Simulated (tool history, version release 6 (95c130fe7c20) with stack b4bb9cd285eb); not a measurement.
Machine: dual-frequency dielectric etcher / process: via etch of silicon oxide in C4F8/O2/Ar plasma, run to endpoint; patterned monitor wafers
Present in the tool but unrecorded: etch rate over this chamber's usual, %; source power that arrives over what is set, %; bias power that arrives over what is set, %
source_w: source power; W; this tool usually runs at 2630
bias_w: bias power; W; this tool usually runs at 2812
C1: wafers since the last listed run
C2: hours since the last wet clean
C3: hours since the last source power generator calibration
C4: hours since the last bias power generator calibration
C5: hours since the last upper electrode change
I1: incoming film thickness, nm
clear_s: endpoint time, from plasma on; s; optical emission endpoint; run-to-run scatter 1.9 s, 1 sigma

{"run": 1, "hour": 0.0, "source_w": 2630, "bias_w": 2812, "C1": 0, "C2": 60.5, "C3": 2613.3, "C4": 2795.6, "C5": 4430.2, "I1": 1838.7, "clear_s": 315.5}
{"run": 2, "hour": 24.0, "source_w": 2630, "bias_w": 2812, "C1": 106, "C2": 84.5, "C3": 2637.3, "C4": 2819.6, "C5": 4454.2, "I1": 1829.2, "clear_s": 315.2}
{"run": 3, "hour": 43.4, "source_w": 2630, "bias_w": 2812, "C1": 85, "C2": 103.9, "C3": 2656.7, "C4": 2839.0, "C5": 4473.6, "I1": 1830.5, "clear_s": 315.4}
{"run": 4, "hour": 71.6, "source_w": 2630, "bias_w": 2812, "C1": 124, "C2": 132.1, "C3": 2684.9, "C4": 2867.2, "C5": 4501.8, "I1": 1826.6, "clear_s": 312.9}
{"run": 5, "hour": 92.8, "source_w": 2630, "bias_w": 2812, "C1": 93, "C2": 153.3, "C3": 2706.1, "C4": 2888.4, "C5": 4523.0, "I1": 1856.1, "clear_s": 315.7}
{"run": 6, "hour": 116.7, "source_w": 2630, "bias_w": 3340, "C1": 105, "C2": 177.2, "C3": 2730.0, "C4": 2912.3, "C5": 4546.9, "I1": 1851.4, "clear_s": 298.9}
{"run": 7, "hour": 129.2, "source_w": 2630, "bias_w": 2812, "C1": 55, "C2": 189.7, "C3": 2742.5, "C4": 2924.8, "C5": 4559.4, "I1": 1847.6, "clear_s": 315.5}
{"run": 8, "hour": 161.8, "source_w": 2630, "bias_w": 2812, "C1": 144, "C2": 222.3, "C3": 2775.1, "C4": 2957.4, "C5": 4592.0, "I1": 1840.7, "clear_s": 312.0}
{"run": 9, "hour": 175.3, "source_w": 2630, "bias_w": 2812, "C1": 59, "C2": 235.8, "C3": 2788.6, "C4": 2970.9, "C5": 4605.5, "I1": 1866.4, "clear_s": 315.4}
{"run": 10, "hour": 203.0, "source_w": 2630, "bias_w": 3166, "C1": 122, "C2": 263.5, "C3": 2816.3, "C4": 2998.6, "C5": 4633.2, "I1": 1847.4, "clear_s": 299.7}
{"hour": 236.5, "done": "upper electrode replaced"}
{"run": 11, "hour": 237.0, "source_w": 2630, "bias_w": 3166, "C1": 44, "C2": 297.5, "C3": 2850.3, "C4": 3032.6, "C5": 0.5, "I1": 1850.3, "clear_s": 300.4}
{"run": 12, "hour": 245.9, "source_w": 2630, "bias_w": 2812, "C1": 39, "C2": 306.4, "C3": 2859.2, "C4": 3041.5, "C5": 9.4, "I1": 1848.1, "clear_s": 308.7}
{"hour": 288.1, "done": "wet clean of the chamber"}
{"run": 13, "hour": 288.6, "source_w": 2630, "bias_w": 2812, "C1": 82, "C2": 0.5, "C3": 2901.9, "C4": 3084.2, "C5": 52.1, "I1": 1842.2, "clear_s": 304.6}
{"run": 14, "hour": 302.5, "source_w": 2630, "bias_w": 2383, "C1": 61, "C2": 14.4, "C3": 2915.8, "C4": 3098.1, "C5": 66.0, "I1": 1848.7, "clear_s": 317.3}
{"run": 15, "hour": 334.3, "source_w": 2250, "bias_w": 2992, "C1": 140, "C2": 46.2, "C3": 2947.6, "C4": 3129.9, "C5": 97.8, "I1": 1821.6, "clear_s": 312.7}
{"run": 16, "hour": 376.9, "source_w": 2630, "bias_w": 3455, "C1": 188, "C2": 88.8, "C3": 2990.2, "C4": 3172.5, "C5": 140.4, "I1": 1833.0, "clear_s": 278.9}
{"hour": 394.1, "done": "source power generator calibrated"}
{"run": 17, "hour": 398.2, "source_w": 2630, "bias_w": 2812, "C1": 76, "C2": 110.1, "C3": 4.1, "C4": 3193.8, "C5": 161.7, "I1": 1847.6, "clear_s": 300.0}
{"hour": 432.6, "done": "wet clean of the chamber, repeated, since the last time left the tool worse"}
{"run": 18, "hour": 433.1, "source_w": 2250, "bias_w": 2316, "C1": 48, "C2": 0.5, "C3": 39.0, "C4": 3228.7, "C5": 196.6, "I1": 1847.2, "clear_s": 358.7}
{"run": 19, "hour": 438.7, "source_w": 2630, "bias_w": 2812, "C1": 24, "C2": 6.1, "C3": 44.6, "C4": 3234.3, "C5": 202.2, "I1": 1838.4, "clear_s": 315.2}
{"run": 20, "hour": 454.7, "source_w": 2630, "bias_w": 2812, "C1": 70, "C2": 22.1, "C3": 60.6, "C4": 3250.3, "C5": 218.2, "I1": 1862.4, "clear_s": 320.2}
{"hour": 531.1, "done": "bias power generator calibrated"}
{"run": 21, "hour": 560.0, "source_w": 3000, "bias_w": 3434, "C1": 447, "C2": 127.4, "C3": 165.9, "C4": 28.9, "C5": 323.5, "I1": 1825.3, "clear_s": 276.5}
{"run": 22, "hour": 574.3, "source_w": 3200, "bias_w": 3361, "C1": 63, "C2": 141.7, "C3": 180.2, "C4": 43.2, "C5": 337.8, "I1": 1848.3, "clear_s": 273.8}
{"run": 23, "hour": 604.2, "source_w": 2250, "bias_w": 3307, "C1": 132, "C2": 171.6, "C3": 210.1, "C4": 73.1, "C5": 367.7, "I1": 1847.7, "clear_s": 318.3}
{"run": 24, "hour": 639.1, "source_w": 2630, "bias_w": 2812, "C1": 154, "C2": 206.5, "C3": 245.0, "C4": 108.0, "C5": 402.6, "I1": 1840.6, "clear_s": 311.3}
{"run": 25, "hour": 664.9, "source_w": 2410, "bias_w": 3084, "C1": 114, "C2": 232.3, "C3": 270.8, "C4": 133.8, "C5": 428.4, "I1": 1828.1, "clear_s": 309.5}
{"run": 26, "hour": 678.0, "source_w": 2630, "bias_w": 2383, "C1": 57, "C2": 245.4, "C3": 283.9, "C4": 146.9, "C5": 441.5, "I1": 1838.9, "clear_s": 322.4}
{"run": 27, "hour": 698.9, "source_w": 2630, "bias_w": 3381, "C1": 92, "C2": 266.3, "C3": 304.8, "C4": 167.8, "C5": 462.4, "I1": 1837.3, "clear_s": 293.2}
{"run": 28, "hour": 714.0, "source_w": 2060, "bias_w": 2496, "C1": 66, "C2": 281.4, "C3": 319.9, "C4": 182.9, "C5": 477.5, "I1": 1839.5, "clear_s": 354.0}
{"run": 29, "hour": 743.4, "source_w": 2630, "bias_w": 2812, "C1": 129, "C2": 310.8, "C3": 349.3, "C4": 212.3, "C5": 506.9, "I1": 1826.7, "clear_s": 303.8}

Alternative continuations, all from the tool just after run 29; predict every row:
{"run": "A", "hour": 743.9, "source_w": 2870, "bias_w": 2812, "C1": 2, "C2": 311.3, "C3": 349.8, "C4": 212.8, "C5": 507.4, "I1": 1827.0, "clear_s": "?"}
{"run": "B", "hour": 743.9, "source_w": 2140, "bias_w": 2117, "C1": 2, "C2": 311.3, "C3": 349.8, "C4": 212.8, "C5": 507.4, "I1": 1827.0, "clear_s": "?"}
{"run": "C", "hour": 743.9, "source_w": 2330, "bias_w": 2812, "C1": 2, "C2": 311.3, "C3": 349.8, "C4": 212.8, "C5": 507.4, "I1": 1827.0, "clear_s": "?"}
{"run": "D", "hour": 743.9, "source_w": 2880, "bias_w": 2495, "C1": 2, "C2": 311.3, "C3": 349.8, "C4": 212.8, "C5": 507.4, "I1": 1827.0, "clear_s": "?"}
{"run": "E", "hour": 743.9, "source_w": 3160, "bias_w": 2451, "C1": 2, "C2": 311.3, "C3": 349.8, "C4": 212.8, "C5": 507.4, "I1": 1827.0, "clear_s": "?"}

run=A clear_s=292.8
run=B clear_s=358.3
run=C clear_s=319.8
run=D clear_s=302.1
run=E clear_s=291.9
With no hidden state in the tool, these same runs would have given:
run=A clear_s=302.9
run=B clear_s=370.6
run=C clear_s=330.7
run=D clear_s=312.5
run=E clear_s=301.9

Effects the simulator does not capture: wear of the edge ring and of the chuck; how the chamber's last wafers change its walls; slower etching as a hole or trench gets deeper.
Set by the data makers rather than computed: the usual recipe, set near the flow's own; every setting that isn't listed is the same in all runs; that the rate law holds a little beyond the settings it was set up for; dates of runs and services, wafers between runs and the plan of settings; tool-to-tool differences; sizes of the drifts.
